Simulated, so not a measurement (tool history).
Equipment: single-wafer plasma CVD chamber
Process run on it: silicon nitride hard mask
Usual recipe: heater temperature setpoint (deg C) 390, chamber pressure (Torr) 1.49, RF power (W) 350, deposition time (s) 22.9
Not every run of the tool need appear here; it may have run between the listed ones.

run	hour	heater temperature setpoint (deg C)	chamber pressure (Torr)	RF power (W)	deposition time (s)	read-back reference wafer on the same gauge, thickness_nm	mean film thickness on the monitor wafer (Å)
1	0.0	390	1.49	350	21.7	34.708	303.46
2	62.6	390	1.49	350	21.7	34.717	301.39
3	107.6	390	1.49	350	21.7	34.704	302.40
4	160.7	390	1.49	315	22.9	34.721	298.89
5	187.6	390	1.49	315	22.9	34.724	297.41
6	251.1	390	1.49	315	22.9	34.687	296.76
7	307.8	390	1.49	350	22.9	34.710	318.10
# hour 341.1: showerhead replaced
8	341.8	390	1.49	350	22.9	34.691	315.57
9	372.3	390	1.49	350	22.9	34.726	315.65
10	442.7	390	1.49	350	22.9	34.684	314.33
11	523.8	390	1.49	395	22.9	34.676	338.47
# hour 573.8: thermocouple changed; heater temperature recalibrated
12	579.6	390	1.49	350	22.9	34.701	311.18
13	624.6	377	1.49	350	25.5	34.711	348.08
# hour 652.0: RF generator calibrated
14	663.4	390	1.49	350	22.9	34.711	299.78
# hour 706.9: gauge calibrated
15	720.0	390	1.70	370	22.9	34.652	321.73
# hour 750.9: capacitance manometer re-zeroed and calibrated
16	767.8	403	1.49	350	24.9	34.667	325.94
17	813.5	390	1.49	350	22.9	34.693	300.41
# hour 838.5: RF generator calibrated, repeated, since the last time left the tool worse
18	844.2	394	1.16	415	18.7	34.713	272.86
19	898.4	382	1.32	295	26.3	34.689	321.13
20	954.0	385	1.13	350	22.9	34.750	300.68
21	989.5	390	1.49	350	26.4	34.729	368.55
22	1039.9	390	1.49	350	22.9	34.691	318.00

Predict each of these 3 candidate next runs independently; none follows another, all start after run 22:
A	1040.3	390	1.49	350	22.9	?	?
B	1040.3	384	1.38	405	19.0	?	?
C	1040.3	390	1.24	350	22.9	?	?

run	read-back reference wafer on the same gauge, thickness_nm	mean film thickness on the monitor wafer (Å)
A	34.693	319.65
B	34.693	285.50
C	34.693	305.64
The same runs, with their run-to-run variation unchanged, on a tool lacking any hidden condition would have given:
run	mean film thickness on the monitor wafer (Å)
A	321.92
B	287.38
C	307.81
